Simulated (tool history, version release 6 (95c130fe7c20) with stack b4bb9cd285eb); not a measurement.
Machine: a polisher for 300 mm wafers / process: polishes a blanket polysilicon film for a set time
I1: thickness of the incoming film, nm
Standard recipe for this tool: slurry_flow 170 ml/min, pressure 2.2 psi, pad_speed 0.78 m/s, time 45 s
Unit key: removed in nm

run 1 hour=0 | slurry_flow=170 pressure=2.2 pad_speed=0.78 time=45 | I1=1101 | removed=196.2
-- hour=4.8 worn pad replaced by a new one
run 2 hour=29.1 | slurry_flow=170 pressure=2.2 pad_speed=0.78 time=45 | I1=1087.9 | removed=195.4
run 3 hour=71.9 | slurry_flow=170 pressure=2.2 pad_speed=0.78 time=45 | I1=1120.2 | removed=192.6
run 4 hour=124.1 | slurry_flow=170 pressure=2 pad_speed=0.78 time=45 | I1=1094.4 | removed=177.2
run 5 hour=165.4 | slurry_flow=170 pressure=2 pad_speed=0.78 time=45 | I1=1100.8 | removed=174.8
run 6 hour=200.4 | slurry_flow=170 pressure=2.2 pad_speed=0.78 time=45 | I1=1090.6 | removed=187
-- hour=217.1 worn pad replaced by a new one
run 7 hour=228.7 | slurry_flow=170 pressure=2.2 pad_speed=0.78 time=45 | I1=1076 | removed=185.1
run 8 hour=266.6 | slurry_flow=170 pressure=2.8 pad_speed=0.78 time=45 | I1=1100.1 | removed=226.5
run 9 hour=324 | slurry_flow=170 pressure=2.8 pad_speed=0.78 time=45 | I1=1095.3 | removed=221.7
-- hour=350.4 slurry nozzle cleaned
run 10 hour=354.4 | slurry_flow=205 pressure=2.2 pad_speed=0.78 time=38 | I1=1113.7 | removed=165.6
run 11 hour=417.6 | slurry_flow=170 pressure=1.8 pad_speed=0.78 time=45 | I1=1085.4 | removed=157.9
-- hour=435.1 worn pad replaced by a new one
-- hour=484.7 head pressure recalibrated
run 12 hour=485.6 | slurry_flow=170 pressure=1.8 pad_speed=0.78 time=45 | I1=1087.8 | removed=165.9
run 13 hour=522 | slurry_flow=135 pressure=1.5 pad_speed=0.9 time=36 | I1=1089.6 | removed=120.5
run 14 hour=554.9 | slurry_flow=125 pressure=2 pad_speed=1.04 time=45 | I1=1098.1 | removed=213.4
run 15 hour=604.5 | slurry_flow=170 pressure=2.9 pad_speed=0.78 time=45 | I1=1104.1 | removed=248.9
run 16 hour=664.6 | slurry_flow=195 pressure=2 pad_speed=0.78 time=45 | I1=1090.2 | removed=180.9
-- hour=669.8 worn pad replaced by a new one
run 17 hour=708.7 | slurry_flow=170 pressure=2.2 pad_speed=0.78 time=45 | I1=1091.2 | removed=188
-- hour=732 slurry nozzle cleaned
run 18 hour=740.9 | slurry_flow=170 pressure=2.2 pad_speed=0.52 time=53 | I1=1103.9 | removed=175.3
run 19 hour=781.3 | slurry_flow=170 pressure=2.2 pad_speed=0.52 time=45 | I1=1096.6 | removed=145
run 20 hour=843 | slurry_flow=205 pressure=2.2 pad_speed=0.52 time=45 | I1=1115.8 | removed=148
-- hour=884.6 worn pad replaced by a new one
run 21 hour=894.7 | slurry_flow=170 pressure=2.2 pad_speed=0.78 time=45 | I1=1103.4 | removed=190.1
run 22 hour=938.8 | slurry_flow=125 pressure=1.7 pad_speed=0.86 time=45 | I1=1109.6 | removed=152.9
-- hour=986.9 head pressure recalibrated
run 23 hour=992.3 | slurry_flow=170 pressure=2.2 pad_speed=0.78 time=45 | I1=1109.3 | removed=196.2
run 24 hour=1058.1 | slurry_flow=170 pressure=2.2 pad_speed=0.78 time=45 | I1=1081 | removed=190.7

Measured less the same run without the tool's hidden state. The same run-to-run variation is in both; the gauge's scatter may not be:
Hidden state at play: removal rate lost through wear of the pad, %; slurry flow missing at the pad, %; deviation of the head's pressure from its setpoint, %.
run=1 removed=-2.4
run=2 removed=-3.1
run=3 removed=-4.3
run=4 removed=-5.9
run=5 removed=-7.8
run=6 removed=-10.5
run=7 removed=-12.5
run=8 removed=-19.3
run=9 removed=-26.8
run=10 removed=-6.6
run=11 removed=-8.3
run=12 removed=-1.2
run=13 removed=-1.5
run=14 removed=-4
run=15 removed=-5.8
run=16 removed=-6.2
run=17 removed=-9.8
run=18 removed=-3
run=19 removed=-3.1
run=20 removed=-4.4
run=21 removed=-8
run=22 removed=-9
run=23 removed=-5.1
run=24 removed=-7.8
